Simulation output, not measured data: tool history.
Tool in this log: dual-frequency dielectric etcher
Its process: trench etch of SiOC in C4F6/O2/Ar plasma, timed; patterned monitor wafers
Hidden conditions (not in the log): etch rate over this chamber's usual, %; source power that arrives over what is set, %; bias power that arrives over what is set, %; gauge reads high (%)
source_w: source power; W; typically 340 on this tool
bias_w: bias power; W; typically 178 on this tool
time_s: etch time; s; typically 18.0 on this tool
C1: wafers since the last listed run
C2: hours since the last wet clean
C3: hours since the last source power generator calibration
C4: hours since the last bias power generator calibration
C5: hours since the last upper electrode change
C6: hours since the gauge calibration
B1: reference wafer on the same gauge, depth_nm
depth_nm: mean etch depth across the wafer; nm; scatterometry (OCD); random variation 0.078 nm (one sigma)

run 1 hour=0.0 | source_w=380 bias_w=178 time_s=21.5 | C1=0 C2=47.8 C3=2698.2 C4=2275.0 C5=4360.7 C6=1388.6 | B1=33.09 | depth_nm=43.10
-- hour=31.6 upper electrode replaced
run 2 hour=32.1 | source_w=340 bias_w=178 time_s=18.0 | C1=110 C2=79.9 C3=2730.3 C4=2307.1 C5=0.5 C6=1420.7 | B1=33.13 | depth_nm=33.79
run 3 hour=51.7 | source_w=340 bias_w=178 time_s=18.0 | C1=268 C2=99.5 C3=2749.9 C4=2326.7 C5=20.1 C6=1440.3 | B1=33.05 | depth_nm=33.95
-- hour=69.3 gauge calibrated
run 4 hour=107.9 | source_w=340 bias_w=178 time_s=18.0 | C1=769 C2=155.7 C3=2806.1 C4=2382.9 C5=76.3 C6=38.6 | B1=33.13 | depth_nm=33.74
run 5 hour=156.8 | source_w=340 bias_w=210 time_s=14.0 | C1=669 C2=204.6 C3=2855.0 C4=2431.8 C5=125.2 C6=87.5 | B1=33.08 | depth_nm=26.82
run 6 hour=193.7 | source_w=340 bias_w=210 time_s=14.0 | C1=505 C2=241.5 C3=2891.9 C4=2468.7 C5=162.1 C6=124.4 | B1=33.08 | depth_nm=26.74
run 7 hour=243.4 | source_w=340 bias_w=178 time_s=22.0 | C1=680 C2=291.2 C3=2941.6 C4=2518.4 C5=211.8 C6=174.1 | B1=33.14 | depth_nm=40.86
run 8 hour=312.4 | source_w=410 bias_w=213 time_s=21.0 | C1=944 C2=360.2 C3=3010.6 C4=2587.4 C5=280.8 C6=243.1 | B1=33.10 | depth_nm=44.62
run 9 hour=349.7 | source_w=340 bias_w=178 time_s=14.5 | C1=510 C2=397.5 C3=3047.9 C4=2624.7 C5=318.1 C6=280.4 | B1=33.10 | depth_nm=26.78
run 10 hour=393.1 | source_w=340 bias_w=178 time_s=18.0 | C1=594 C2=440.9 C3=3091.3 C4=2668.1 C5=361.5 C6=323.8 | B1=33.08 | depth_nm=33.12
-- hour=428.6 wet clean of the chamber
run 11 hour=438.9 | source_w=390 bias_w=178 time_s=13.5 | C1=298 C2=10.3 C3=3137.1 C4=2713.9 C5=407.3 C6=369.6 | B1=33.13 | depth_nm=27.49
run 12 hour=503.9 | source_w=390 bias_w=178 time_s=15.5 | C1=889 C2=75.3 C3=3202.1 C4=2778.9 C5=472.3 C6=434.6 | B1=33.08 | depth_nm=31.37
run 13 hour=562.3 | source_w=340 bias_w=178 time_s=18.0 | C1=799 C2=133.7 C3=3260.5 C4=2837.3 C5=530.7 C6=493.0 | B1=33.12 | depth_nm=33.61
run 14 hour=609.6 | source_w=390 bias_w=178 time_s=15.0 | C1=647 C2=181.0 C3=3307.8 C4=2884.6 C5=578.0 C6=540.3 | B1=33.11 | depth_nm=30.21
run 15 hour=653.2 | source_w=340 bias_w=178 time_s=18.0 | C1=596 C2=224.6 C3=3351.4 C4=2928.2 C5=621.6 C6=583.9 | B1=33.10 | depth_nm=33.41
-- hour=703.8 bias power generator calibrated
run 16 hour=714.5 | source_w=340 bias_w=178 time_s=18.0 | C1=784 C2=285.9 C3=3412.7 C4=10.7 C5=682.9 C6=645.2 | B1=33.11 | depth_nm=33.48
run 17 hour=772.8 | source_w=340 bias_w=178 time_s=18.0 | C1=798 C2=344.2 C3=3471.0 C4=69.0 C5=741.2 C6=703.5 | B1=33.08 | depth_nm=33.53
-- hour=778.9 source power generator calibrated
run 18 hour=799.9 | source_w=340 bias_w=178 time_s=14.5 | C1=316 C2=371.3 C3=21.0 C4=96.1 C5=768.3 C6=730.6 | B1=33.08 | depth_nm=26.86
run 19 hour=837.6 | source_w=270 bias_w=178 time_s=16.0 | C1=516 C2=409.0 C3=58.7 C4=133.8 C5=806.0 C6=768.3 | B1=33.09 | depth_nm=25.34
run 20 hour=861.6 | source_w=390 bias_w=178 time_s=15.5 | C1=328 C2=433.0 C3=82.7 C4=157.8 C5=830.0 C6=792.3 | B1=33.09 | depth_nm=31.07
-- hour=939.4 wet clean of the chamber
run 21 hour=939.9 | source_w=340 bias_w=178 time_s=18.0 | C1=743 C2=0.5 C3=161.0 C4=236.1 C5=908.3 C6=870.6 | B1=33.16 | depth_nm=34.32
run 22 hour=974.4 | source_w=280 bias_w=215 time_s=14.5 | C1=472 C2=35.0 C3=195.5 C4=270.6 C5=942.8 C6=905.1 | B1=33.10 | depth_nm=24.99
run 23 hour=1167.7 | source_w=290 bias_w=160 time_s=20.5 | C1=2645 C2=228.3 C3=388.8 C4=463.9 C5=1136.1 C6=1098.4 | B1=33.10 | depth_nm=33.97
run 24 hour=1210.0 | source_w=300 bias_w=219 time_s=21.0 | C1=579 C2=270.6 C3=431.1 C4=506.2 C5=1178.4 C6=1140.7 | B1=33.13 | depth_nm=37.59
run 25 hour=1275.4 | source_w=340 bias_w=178 time_s=18.0 | C1=895 C2=336.0 C3=496.5 C4=571.6 C5=1243.8 C6=1206.1 | B1=33.09 | depth_nm=33.73
run 26 hour=1320.3 | source_w=340 bias_w=221 time_s=13.5 | C1=614 C2=380.9 C3=541.4 C4=616.5 C5=1288.7 C6=1251.0 | B1=33.08 | depth_nm=26.26
run 27 hour=1373.0 | source_w=260 bias_w=215 time_s=20.0 | C1=721 C2=433.6 C3=594.1 C4=669.2 C5=1341.4 C6=1303.7 | B1=33.11 | depth_nm=32.03
run 28 hour=1405.8 | source_w=420 bias_w=178 time_s=18.0 | C1=448 C2=466.4 C3=626.9 C4=702.0 C5=1374.2 C6=1336.5 | B1=33.09 | depth_nm=37.74
-- hour=1500.8 wet clean of the chamber
run 29 hour=1556.9 | source_w=340 bias_w=161 time_s=12.5 | C1=1739 C2=56.1 C3=778.0 C4=853.1 C5=1525.3 C6=1487.6 | B1=33.07 | depth_nm=23.32
run 30 hour=1618.1 | source_w=370 bias_w=161 time_s=12.5 | C1=837 C2=117.3 C3=839.2 C4=914.3 C5=1586.5 C6=1548.8 | B1=33.14 | depth_nm=24.43

Give the tool's hidden conditions for every run:
source power that arrives over what is set, %: 0 at every run
gauge reads high (%): 0 at every run
H1: etch rate over this chamber's usual, %
H2: bias power that arrives over what is set, %
run=1 H1=-0.375 H2=-4.29
run=2 H1=-0.545 H2=-4.35
run=3 H1=-0.649 H2=-4.39
run=4 H1=-0.947 H2=-4.49
run=5 H1=-1.21 H2=-4.59
run=6 H1=-1.4 H2=-4.66
run=7 H1=-1.67 H2=-4.76
run=8 H1=-2.03 H2=-4.89
run=9 H1=-2.23 H2=-4.96
run=10 H1=-2.46 H2=-5.04
run=11 H1=-0.584 H2=-5.13
run=12 H1=-0.928 H2=-5.26
run=13 H1=-1.24 H2=-5.37
run=14 H1=-1.49 H2=-5.46
run=15 H1=-1.72 H2=-5.55
run=16 H1=-2.04 H2=0.116
run=17 H1=-2.35 H2=0.00395
run=18 H1=-2.5 H2=-0.0484
run=19 H1=-2.7 H2=-0.121
run=20 H1=-2.82 H2=-0.167
run=21 H1=0.269 H2=-0.319
run=22 H1=0.0865 H2=-0.385
run=23 H1=-0.938 H2=-0.758
run=24 H1=-1.16 H2=-0.84
run=25 H1=-1.51 H2=-0.966
run=26 H1=-1.75 H2=-1.05
run=27 H1=-2.03 H2=-1.15
run=28 H1=-2.2 H2=-1.22
run=29 H1=-0.132 H2=-1.51
run=30 H1=-0.456 H2=-1.63
